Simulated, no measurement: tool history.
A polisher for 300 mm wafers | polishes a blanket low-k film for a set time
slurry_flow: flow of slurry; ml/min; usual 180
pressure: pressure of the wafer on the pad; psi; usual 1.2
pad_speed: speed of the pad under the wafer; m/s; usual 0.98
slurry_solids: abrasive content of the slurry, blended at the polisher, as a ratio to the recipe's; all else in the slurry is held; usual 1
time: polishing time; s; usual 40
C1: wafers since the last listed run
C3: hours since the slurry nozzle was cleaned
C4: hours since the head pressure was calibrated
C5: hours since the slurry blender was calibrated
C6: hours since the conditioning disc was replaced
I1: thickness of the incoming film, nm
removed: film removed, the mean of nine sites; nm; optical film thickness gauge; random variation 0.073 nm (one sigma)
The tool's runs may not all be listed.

{"run": 1, "hour": 0.0, "slurry_flow": 180, "pressure": 1.2, "pad_speed": 0.98, "slurry_solids": 1, "time": 35, "C1": 0, "wafers polished on this pad": 676, "C3": 584.9, "C4": 105.5, "C5": 68.2, "C6": 205.5, "I1": 487.3, "removed": 9}
{"run": 2, "hour": 43.7, "slurry_flow": 180, "pressure": 1.2, "pad_speed": 0.98, "slurry_solids": 1, "time": 40, "C1": 367, "wafers polished on this pad": 1044, "C3": 628.6, "C4": 149.2, "C5": 111.9, "C6": 249.2, "I1": 484.7, "removed": 10.3}
{"run": 3, "hour": 73.4, "slurry_flow": 180, "pressure": 1.3, "pad_speed": 0.98, "slurry_solids": 1, "time": 40, "C1": 249, "wafers polished on this pad": 1294, "C3": 658.3, "C4": 178.9, "C5": 141.6, "C6": 278.9, "I1": 474.8, "removed": 11.1}
{"run": 4, "hour": 103.8, "slurry_flow": 180, "pressure": 1.5, "pad_speed": 0.98, "slurry_solids": 1, "time": 40, "C1": 255, "wafers polished on this pad": 1550, "C3": 688.7, "C4": 209.3, "C5": 172, "C6": 309.3, "I1": 486.6, "removed": 12.5}
{"hour": 128.4, "done": "slurry nozzle cleaned"}
{"run": 5, "hour": 145.0, "slurry_flow": 140, "pressure": 1.1, "pad_speed": 0.98, "slurry_solids": 1.15, "time": 40, "C1": 338, "wafers polished on this pad": 1888, "C3": 16.6, "C4": 250.5, "C5": 213.2, "C6": 350.5, "I1": 482.7, "removed": 10.2}
{"hour": 152.0, "done": "conditioning disc replaced and pad reconditioned"}
{"run": 6, "hour": 187.5, "slurry_flow": 180, "pressure": 1.2, "pad_speed": 0.98, "slurry_solids": 1, "time": 40, "C1": 340, "wafers polished on this pad": 2229, "C3": 59.1, "C4": 293, "C5": 255.7, "C6": 35.5, "I1": 485.1, "removed": 10.9}
{"run": 7, "hour": 218.7, "slurry_flow": 180, "pressure": 1.2, "pad_speed": 0.98, "slurry_solids": 0.8, "time": 40, "C1": 262, "wafers polished on this pad": 2491, "C3": 90.3, "C4": 324.2, "C5": 286.9, "C6": 66.7, "I1": 471.7, "removed": 9.5}
{"run": 8, "hour": 254.8, "slurry_flow": 180, "pressure": 1.2, "pad_speed": 0.98, "slurry_solids": 1, "time": 48, "C1": 303, "wafers polished on this pad": 2795, "C3": 126.4, "C4": 360.3, "C5": 323, "C6": 102.8, "I1": 479.7, "removed": 12.8}
{"hour": 287.0, "done": "slurry blender recalibrated"}
{"run": 9, "hour": 304.7, "slurry_flow": 200, "pressure": 1.2, "pad_speed": 0.98, "slurry_solids": 0.8, "time": 52, "C1": 402, "wafers polished on this pad": 3198, "C3": 176.3, "C4": 410.2, "C5": 17.7, "C6": 152.7, "I1": 480.9, "removed": 12.4}
{"run": 10, "hour": 343.1, "slurry_flow": 180, "pressure": 1.2, "pad_speed": 1.08, "slurry_solids": 1, "time": 40, "C1": 323, "wafers polished on this pad": 3521, "C3": 214.7, "C4": 448.6, "C5": 56.1, "C6": 191.1, "I1": 484.2, "removed": 11.3}
{"hour": 366.0, "done": "worn pad replaced by a new one"}
{"run": 11, "hour": 375.7, "slurry_flow": 180, "pressure": 0.9, "pad_speed": 1.3, "slurry_solids": 1.25, "time": 50, "C1": 240, "wafers polished on this pad": 81, "C3": 247.3, "C4": 481.2, "C5": 88.7, "C6": 223.7, "I1": 483.9, "removed": 13.3}
{"run": 12, "hour": 409.6, "slurry_flow": 180, "pressure": 1.4, "pad_speed": 1.3, "slurry_solids": 1, "time": 46, "C1": 285, "wafers polished on this pad": 366, "C3": 281.2, "C4": 515.1, "C5": 122.6, "C6": 257.6, "I1": 477.3, "removed": 16.6}
{"run": 13, "hour": 441.7, "slurry_flow": 180, "pressure": 1.2, "pad_speed": 0.98, "slurry_solids": 1, "time": 40, "C1": 270, "wafers polished on this pad": 636, "C3": 313.3, "C4": 547.2, "C5": 154.7, "C6": 289.7, "I1": 483.7, "removed": 10.5}
{"hour": 451.5, "done": "head pressure recalibrated"}
{"hour": 496.1, "done": "conditioning disc replaced and pad reconditioned"}
{"run": 14, "hour": 512.5, "slurry_flow": 150, "pressure": 1.2, "pad_speed": 0.98, "slurry_solids": 0.85, "time": 40, "C1": 561, "wafers polished on this pad": 1198, "C3": 384.1, "C4": 61, "C5": 225.5, "C6": 16.4, "I1": 481.8, "removed": 9.5}
{"run": 15, "hour": 568.6, "slurry_flow": 180, "pressure": 1.2, "pad_speed": 0.98, "slurry_solids": 1, "time": 40, "C1": 471, "wafers polished on this pad": 1670, "C3": 440.2, "C4": 117.1, "C5": 281.6, "C6": 72.5, "I1": 479.5, "removed": 10.6}
{"run": 16, "hour": 620.7, "slurry_flow": 180, "pressure": 1.2, "pad_speed": 0.98, "slurry_solids": 1, "time": 40, "C1": 438, "wafers polished on this pad": 2108, "C3": 492.3, "C4": 169.2, "C5": 333.7, "C6": 124.6, "I1": 481.2, "removed": 10.4}
{"hour": 667.1, "done": "slurry nozzle cleaned"}
{"run": 17, "hour": 681.2, "slurry_flow": 180, "pressure": 1.2, "pad_speed": 0.98, "slurry_solids": 1.3, "time": 40, "C1": 500, "wafers polished on this pad": 2609, "C3": 14.1, "C4": 229.7, "C5": 394.2, "C6": 185.1, "I1": 482, "removed": 12.3}
{"hour": 704.6, "done": "worn pad replaced by a new one"}
{"run": 18, "hour": 705.8, "slurry_flow": 180, "pressure": 1.4, "pad_speed": 1.3, "slurry_solids": 1, "time": 40, "C1": 173, "wafers polished on this pad": 9, "C3": 38.7, "C4": 254.3, "C5": 418.8, "C6": 209.7, "I1": 473.3, "removed": 15.1}
{"hour": 735.3, "done": "slurry blender recalibrated"}
{"run": 19, "hour": 738.5, "slurry_flow": 180, "pressure": 1.2, "pad_speed": 0.98, "slurry_solids": 1, "time": 40, "C1": 258, "wafers polished on this pad": 267, "C3": 71.4, "C4": 287, "C5": 3.2, "C6": 242.4, "I1": 482.9, "removed": 10.7}
{"run": 20, "hour": 785.7, "slurry_flow": 180, "pressure": 1.2, "pad_speed": 1.2, "slurry_solids": 0.75, "time": 40, "C1": 397, "wafers polished on this pad": 665, "C3": 118.6, "C4": 334.2, "C5": 50.4, "C6": 289.6, "I1": 482.6, "removed": 10.1}
{"run": 21, "hour": 855.1, "slurry_flow": 180, "pressure": 0.9, "pad_speed": 0.98, "slurry_solids": 1, "time": 40, "C1": 583, "wafers polished on this pad": 1248, "C3": 188, "C4": 403.6, "C5": 119.8, "C6": 359, "I1": 478.6, "removed": 7.9}
{"hour": 883.2, "done": "conditioning disc replaced and pad reconditioned"}
{"run": 22, "hour": 897.7, "slurry_flow": 180, "pressure": 1.2, "pad_speed": 0.98, "slurry_solids": 1, "time": 40, "C1": 341, "wafers polished on this pad": 1590, "C3": 230.6, "C4": 446.2, "C5": 162.4, "C6": 14.5, "I1": 472.6, "removed": 10.8}
{"run": 23, "hour": 936.9, "slurry_flow": 180, "pressure": 1.2, "pad_speed": 0.66, "slurry_solids": 0.7, "time": 40, "C1": 329, "wafers polished on this pad": 1920, "C3": 269.8, "C4": 485.4, "C5": 201.6, "C6": 53.7, "I1": 480, "removed": 6.9}
{"run": 24, "hour": 996.5, "slurry_flow": 180, "pressure": 1.4, "pad_speed": 0.68, "slurry_solids": 0.9, "time": 40, "C1": 501, "wafers polished on this pad": 2421, "C3": 329.4, "C4": 545, "C5": 261.2, "C6": 113.3, "I1": 480.2, "removed": 9.3}
{"hour": 1038.9, "done": "head pressure recalibrated"}
{"run": 25, "hour": 1041.2, "slurry_flow": 180, "pressure": 1.2, "pad_speed": 0.98, "slurry_solids": 1, "time": 31, "C1": 359, "wafers polished on this pad": 2780, "C3": 374.1, "C4": 2.3, "C5": 305.9, "C6": 158, "I1": 483.9, "removed": 8.1}
{"run": 26, "hour": 1100.0, "slurry_flow": 235, "pressure": 0.9, "pad_speed": 0.98, "slurry_solids": 1, "time": 40, "C1": 494, "wafers polished on this pad": 3275, "C3": 432.9, "C4": 61.1, "C5": 364.7, "C6": 216.8, "I1": 478.7, "removed": 8.1}

3 ways to go on from here, each from the tool as it stands after run 26. What would each give?
{"run": "A", "hour": 1100.4, "slurry_flow": 180, "pressure": 1.2, "pad_speed": 1.16, "slurry_solids": 1, "time": 40, "C1": 3, "wafers polished on this pad": 3279, "C3": 433.3, "C4": 61.5, "C5": 365.1, "C6": 217.2, "I1": 484.3, "removed": "?"}
{"run": "B", "hour": 1100.4, "slurry_flow": 240, "pressure": 1.2, "pad_speed": 0.98, "slurry_solids": 1, "time": 40, "C1": 3, "wafers polished on this pad": 3279, "C3": 433.3, "C4": 61.5, "C5": 365.1, "C6": 217.2, "I1": 484.3, "removed": "?"}
{"run": "C", "hour": 1100.4, "slurry_flow": 120, "pressure": 1.2, "pad_speed": 0.98, "slurry_solids": 1.2, "time": 26, "C1": 3, "wafers polished on this pad": 3279, "C3": 433.3, "C4": 61.5, "C5": 365.1, "C6": 217.2, "I1": 484.3, "removed": "?"}

run=A removed=11.7
run=B removed=10.9
run=C removed=7.1
Without the tool's hidden state the same runs would have given:
run=A removed=12.4
run=B removed=11.4
run=C removed=7.6
